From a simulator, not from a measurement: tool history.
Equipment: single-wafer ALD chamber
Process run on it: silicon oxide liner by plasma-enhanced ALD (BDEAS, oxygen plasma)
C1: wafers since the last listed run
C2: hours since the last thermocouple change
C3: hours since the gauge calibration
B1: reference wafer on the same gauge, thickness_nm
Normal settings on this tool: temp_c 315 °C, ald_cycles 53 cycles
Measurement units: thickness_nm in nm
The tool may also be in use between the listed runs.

{"run": 1, "hour": 0.0, "temp_c": 315, "ald_cycles": 53, "C1": 0, "C2": 1947.2, "C3": 210, "B1": 5.203, "thickness_nm": 5.13}
{"run": 2, "hour": 16.7, "temp_c": 320, "ald_cycles": 59, "C1": 71, "C2": 1963.9, "C3": 226.7, "B1": 5.203, "thickness_nm": 5.624}
{"run": 3, "hour": 43.3, "temp_c": 320, "ald_cycles": 59, "C1": 113, "C2": 1990.5, "C3": 253.3, "B1": 5.197, "thickness_nm": 5.631}
{"run": 4, "hour": 75.6, "temp_c": 320, "ald_cycles": 59, "C1": 137, "C2": 2022.8, "C3": 285.6, "B1": 5.189, "thickness_nm": 5.6}
{"run": 5, "hour": 111.5, "temp_c": 315, "ald_cycles": 57, "C1": 153, "C2": 2058.7, "C3": 321.5, "B1": 5.19, "thickness_nm": 5.469}
{"run": 6, "hour": 146.4, "temp_c": 315, "ald_cycles": 57, "C1": 148, "C2": 2093.6, "C3": 356.4, "B1": 5.183, "thickness_nm": 5.464}
{"run": 7, "hour": 159.8, "temp_c": 315, "ald_cycles": 57, "C1": 57, "C2": 2107, "C3": 369.8, "B1": 5.187, "thickness_nm": 5.43}
{"run": 8, "hour": 171.8, "temp_c": 326, "ald_cycles": 61, "C1": 51, "C2": 2119, "C3": 381.8, "B1": 5.177, "thickness_nm": 5.78}
{"run": 9, "hour": 203.6, "temp_c": 326, "ald_cycles": 61, "C1": 135, "C2": 2150.8, "C3": 413.6, "B1": 5.178, "thickness_nm": 5.741}
{"run": 10, "hour": 223.8, "temp_c": 319, "ald_cycles": 53, "C1": 86, "C2": 2171, "C3": 433.8, "B1": 5.171, "thickness_nm": 5.05}
{"run": 11, "hour": 245.1, "temp_c": 315, "ald_cycles": 47, "C1": 90, "C2": 2192.3, "C3": 455.1, "B1": 5.176, "thickness_nm": 4.491}
{"run": 12, "hour": 269.2, "temp_c": 324, "ald_cycles": 57, "C1": 102, "C2": 2216.4, "C3": 479.2, "B1": 5.167, "thickness_nm": 5.39}
{"run": 13, "hour": 298.2, "temp_c": 315, "ald_cycles": 45, "C1": 123, "C2": 2245.4, "C3": 508.2, "B1": 5.165, "thickness_nm": 4.314}
{"hour": 336.0, "done": "thermocouple changed; heater temperature recalibrated"}
{"run": 14, "hour": 336.5, "temp_c": 315, "ald_cycles": 43, "C1": 129, "C2": 0.5, "C3": 546.5, "B1": 5.165, "thickness_nm": 4.111}
{"run": 15, "hour": 341.5, "temp_c": 315, "ald_cycles": 53, "C1": 21, "C2": 5.5, "C3": 551.5, "B1": 5.165, "thickness_nm": 5.079}

Run 16 comes next. What will it give?
{"hour": 365.2, "done": "gauge calibrated"}
{"run": 16, "hour": 373.6, "temp_c": 329, "ald_cycles": 61, "C1": 136, "C2": 37.6, "C3": 8.4, "B1": "?", "thickness_nm": "?"}

{"run 16": {"B1": 5.264, "thickness_nm": 5.862}}
If the tool had no hidden condition, the same run with the same run-to-run variation would have returned thickness_nm 5.889 nm.

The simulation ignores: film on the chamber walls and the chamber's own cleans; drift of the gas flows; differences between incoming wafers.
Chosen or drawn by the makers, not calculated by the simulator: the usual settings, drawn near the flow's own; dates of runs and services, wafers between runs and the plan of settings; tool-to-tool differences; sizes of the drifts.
